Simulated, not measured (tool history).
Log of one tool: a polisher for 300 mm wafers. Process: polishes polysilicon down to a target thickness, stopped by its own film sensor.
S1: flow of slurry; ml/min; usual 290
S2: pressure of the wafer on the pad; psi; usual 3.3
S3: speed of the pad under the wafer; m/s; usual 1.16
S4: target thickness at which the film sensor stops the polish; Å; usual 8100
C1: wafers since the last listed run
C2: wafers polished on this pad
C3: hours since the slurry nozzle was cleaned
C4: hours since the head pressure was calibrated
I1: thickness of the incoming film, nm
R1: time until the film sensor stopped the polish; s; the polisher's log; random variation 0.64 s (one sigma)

run,hour,S1,S2,S3,S4,C1,C2,C3,C4,I1,R1
1,0.0,290,3.3,1.16,8100,0,223,245.2,265.8,1587.7,71.8
2,13.6,290,3.3,1.16,8100,166,390,258.8,279.4,1587.8,74.6
3,20.9,290,3.3,1.16,8100,89,479,266.1,286.7,1581.9,73.5
4,37.4,290,4.1,1.16,8100,202,681,282.6,303.2,1572.0,60.5
5,53.9,290,3.9,0.96,8100,202,884,299.1,319.7,1598.5,80.6
# hour 75.3: worn pad replaced by a new one
6,75.8,290,3.9,0.96,8100,219,6,321.0,341.6,1571.4,70.7
7,86.1,290,3.3,1.16,8100,126,132,331.3,351.9,1583.1,73.3
8,103.8,290,3.3,1.16,8100,216,349,349.0,369.6,1586.3,74.3
9,116.9,290,3.3,1.16,8100,160,510,362.1,382.7,1569.9,74.6
10,123.6,290,3.3,1.16,8100,82,592,368.8,389.4,1596.3,77.0
11,133.8,290,3.3,1.16,8100,124,717,379.0,399.6,1591.9,78.9
12,141.4,290,3.3,1.16,8100,93,810,386.6,407.2,1589.3,79.8
13,152.4,290,3.3,1.16,8100,134,945,397.6,418.2,1609.5,82.8
# hour 170.1: worn pad replaced by a new one
14,195.1,290,3.3,1.16,8100,474,305,440.3,460.9,1589.1,76.6
15,212.5,290,3.3,0.84,8100,213,518,457.7,478.3,1565.8,100.6
16,222.1,290,2.2,0.78,5960,117,636,467.3,487.9,1564.1,210.8
17,228.5,290,3.3,1.16,8100,78,714,473.7,494.3,1570.4,77.8
# hour 278.7: worn pad replaced by a new one
18,280.7,195,3.3,1.16,10790,590,24,525.9,546.5,1589.6,51.8
19,288.5,290,3.3,1.16,8100,95,119,533.7,554.3,1609.3,78.0
20,297.6,200,2.9,1.16,6020,111,231,542.8,563.4,1574.4,115.2
21,310.0,290,3.3,0.98,8100,151,383,555.2,575.8,1586.1,91.0
# hour 312.9: slurry nozzle cleaned
22,317.2,290,3.3,1.16,8100,75,459,4.3,583.0,1613.9,82.8
23,324.2,290,2.7,1.16,6840,85,544,11.3,590.0,1598.7,115.8
# hour 339.4: head pressure recalibrated
24,339.9,290,3.3,1.42,6640,167,712,27.0,0.5,1584.2,73.1
25,347.9,290,3.3,1.16,8100,98,810,35.0,8.5,1601.2,74.8
26,359.0,195,3.3,0.76,8100,135,946,46.1,19.6,1614.2,116.8
# hour 374.8: worn pad replaced by a new one
27,375.3,290,2.4,1.46,8100,150,5,62.4,35.9,1554.6,71.0
28,407.0,290,3.3,1.16,8100,388,394,94.1,67.6,1566.8,68.5
29,416.1,330,3.3,0.98,10170,111,505,103.2,76.7,1586.1,60.5
30,424.9,290,3.3,1.16,8100,107,613,112.0,85.5,1584.0,70.9
31,436.7,290,2.6,1.16,8100,144,757,123.8,97.3,1578.4,92.1

Hidden state or all else? Some run-to-run changes of R1, split into what the settings, what came in and random variation would give without the hidden state, and what is left for the hidden state (with any gauge scatter that isn't in both results):
The hidden state here: removal rate lost through wear of the pad, %; slurry flow missing at the pad, %; deviation of the head's pressure from its setpoint, %.
Run 15 -> 16: S2 3.3 -> 2.2, S3 0.84 -> 0.78, S4 8100 -> 5960. R1 +110.2 s: hidden state +18.8, all else +91.4.
Run 16 -> 17: S2 2.2 -> 3.3, S3 0.78 -> 1.16, S4 5960 -> 8100. R1 -133.0 s: hidden state -20.7, all else -112.3.
Run 23 -> 24: S2 2.7 -> 3.3, S3 1.16 -> 1.42, S4 6840 -> 6640, head pressure recalibrated. R1 -42.7 s: hidden state -13.1, all else -29.6.
Run 26 -> 27: S1 195 -> 290, S2 3.3 -> 2.4, S3 0.76 -> 1.46, worn pad replaced by a new one. R1 -45.8 s: hidden state -12.3, all else -33.5.
